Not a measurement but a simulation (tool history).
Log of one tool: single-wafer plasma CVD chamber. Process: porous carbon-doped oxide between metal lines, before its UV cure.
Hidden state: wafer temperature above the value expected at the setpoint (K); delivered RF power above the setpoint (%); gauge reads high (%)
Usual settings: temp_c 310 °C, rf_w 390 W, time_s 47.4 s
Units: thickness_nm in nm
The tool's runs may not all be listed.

| run | hour | temp_c | rf_w | time_s | wafers since the last listed run | hours since the last thermocouple change | hours since the last RF generator calibration | hours since the showerhead was replaced | hours since the gauge calibration | read-back reference wafer on the same gauge, thickness_nm | thickness_nm |
|---|---|---|---|---|---|---|---|---|---|---|---|
| 1 | 0.0 | 310 | 390 | 47.4 | 0 | 1037.7 | 40.3 | 6866.9 | 1267.2 | 183.914 | 189.448 |
| 2 | 87.4 | 310 | 390 | 47.4 | 1938 | 1125.1 | 127.7 | 6954.3 | 1354.6 | 184.019 | 190.565 |
|  | 92.0 | gauge calibrated |
|  | 112.8 | thermocouple changed; heater temperature recalibrated |
| 3 | 113.3 | 310 | 390 | 47.4 | 397 | 0.5 | 153.6 | 6980.2 | 21.3 | 183.933 | 194.952 |
| 4 | 142.3 | 321 | 390 | 51.0 | 643 | 29.5 | 182.6 | 7009.2 | 50.3 | 184.020 | 197.582 |
| 5 | 156.4 | 321 | 390 | 51.0 | 312 | 43.6 | 196.7 | 7023.3 | 64.4 | 183.866 | 197.689 |
| 6 | 169.0 | 310 | 390 | 49.4 | 279 | 56.2 | 209.3 | 7035.9 | 77.0 | 183.939 | 201.582 |
| 7 | 182.7 | 310 | 390 | 49.4 | 303 | 69.9 | 223.0 | 7049.6 | 90.7 | 184.182 | 201.011 |
| 8 | 204.3 | 310 | 390 | 49.4 | 479 | 91.5 | 244.6 | 7071.2 | 112.3 | 184.198 | 201.091 |
| 9 | 219.2 | 310 | 375 | 40.9 | 330 | 106.4 | 259.5 | 7086.1 | 127.2 | 183.980 | 162.876 |
| 10 | 243.5 | 321 | 390 | 51.0 | 538 | 130.7 | 283.8 | 7110.4 | 151.5 | 183.902 | 196.342 |
| 11 | 255.9 | 310 | 465 | 47.4 | 275 | 143.1 | 296.2 | 7122.8 | 163.9 | 184.062 | 219.592 |
| 12 | 289.0 | 310 | 450 | 52.7 | 734 | 176.2 | 329.3 | 7155.9 | 197.0 | 184.032 | 236.409 |
| 13 | 309.9 | 310 | 335 | 43.1 | 463 | 197.1 | 350.2 | 7176.8 | 217.9 | 184.029 | 156.491 |
| 14 | 344.0 | 322 | 390 | 41.2 | 756 | 231.2 | 384.3 | 7210.9 | 252.0 | 183.832 | 157.038 |
| 15 | 365.0 | 300 | 370 | 51.2 | 465 | 252.2 | 405.3 | 7231.9 | 273.0 | 183.986 | 209.110 |
| 16 | 377.0 | 298 | 345 | 47.4 | 266 | 264.2 | 417.3 | 7243.9 | 285.0 | 184.013 | 186.327 |
| 17 | 405.3 | 310 | 420 | 52.6 | 627 | 292.5 | 445.6 | 7272.2 | 313.3 | 184.054 | 223.321 |
|  | 426.3 | showerhead replaced |
| 18 | 426.8 | 297 | 390 | 47.4 | 299 | 314.0 | 467.1 | 0.5 | 334.8 | 183.965 | 203.430 |
| 19 | 452.4 | 297 | 430 | 47.4 | 567 | 339.6 | 492.7 | 26.1 | 360.4 | 183.994 | 218.358 |
| 20 | 484.7 | 319 | 425 | 52.5 | 716 | 371.9 | 525.0 | 58.4 | 392.7 | 184.006 | 213.116 |
| 21 | 554.0 | 310 | 390 | 47.4 | 1537 | 441.2 | 594.3 | 127.7 | 462.0 | 184.009 | 187.388 |
| 22 | 581.7 | 310 | 390 | 50.8 | 614 | 468.9 | 622.0 | 155.4 | 489.7 | 184.010 | 202.472 |
| 23 | 614.8 | 310 | 390 | 43.5 | 734 | 502.0 | 655.1 | 188.5 | 522.8 | 184.042 | 173.274 |
| 24 | 642.6 | 324 | 390 | 42.6 | 616 | 529.8 | 682.9 | 216.3 | 550.6 | 183.924 | 158.035 |
| 25 | 669.9 | 296 | 410 | 41.4 | 605 | 557.1 | 710.2 | 243.6 | 577.9 | 184.072 | 183.653 |
| 26 | 698.3 | 310 | 390 | 47.4 | 629 | 585.5 | 738.6 | 272.0 | 606.3 | 183.802 | 187.048 |
| 27 | 720.4 | 302 | 445 | 41.5 | 490 | 607.6 | 760.7 | 294.1 | 628.4 | 184.066 | 189.144 |
| 28 | 814.6 | 310 | 440 | 47.4 | 2089 | 701.8 | 854.9 | 388.3 | 722.6 | 183.936 | 203.457 |
| 29 | 827.9 | 302 | 390 | 39.7 | 294 | 715.1 | 868.2 | 401.6 | 735.9 | 183.915 | 164.528 |
| 30 | 840.2 | 322 | 445 | 41.0 | 272 | 727.4 | 880.5 | 413.9 | 748.2 | 183.872 | 168.150 |
| 31 | 856.3 | 299 | 390 | 47.4 | 357 | 743.5 | 896.6 | 430.0 | 764.3 | 184.010 | 197.075 |
| 32 | 884.7 | 315 | 320 | 44.1 | 629 | 771.9 | 925.0 | 458.4 | 792.7 | 184.088 | 147.075 |
| 33 | 912.0 | 310 | 390 | 47.4 | 605 | 799.2 | 952.3 | 485.7 | 820.0 | 184.100 | 185.799 |

The tool's hidden state at each run:
gauge reads high (%): 0 in every run
H1: wafer temperature above the value expected at the setpoint (K)
H2: delivered RF power above the setpoint (%)
| run | H1 | H2 |
|---|---|---|
| 1 | 5.92 | -0.323 |
| 2 | 6 | -0.619 |
| 3 | -0.0521 | -0.707 |
| 4 | 0.395 | -0.805 |
| 5 | 0.6 | -0.853 |
| 6 | 0.777 | -0.896 |
| 7 | 0.963 | -0.942 |
| 8 | 1.24 | -1.02 |
| 9 | 1.43 | -1.07 |
| 10 | 1.71 | -1.15 |
| 11 | 1.85 | -1.19 |
| 12 | 2.19 | -1.3 |
| 13 | 2.4 | -1.37 |
| 14 | 2.7 | -1.49 |
| 15 | 2.88 | -1.56 |
| 16 | 2.98 | -1.6 |
| 17 | 3.19 | -1.7 |
| 18 | 3.34 | -1.77 |
| 19 | 3.51 | -1.86 |
| 20 | 3.71 | -1.97 |
| 21 | 4.09 | -2.2 |
| 22 | 4.22 | -2.29 |
| 23 | 4.36 | -2.41 |
| 24 | 4.47 | -2.5 |
| 25 | 4.57 | -2.59 |
| 26 | 4.67 | -2.69 |
| 27 | 4.74 | -2.76 |
| 28 | 5 | -3.08 |
| 29 | 5.04 | -3.13 |
| 30 | 5.06 | -3.17 |
| 31 | 5.1 | -3.22 |
| 32 | 5.16 | -3.32 |
| 33 | 5.21 | -3.41 |
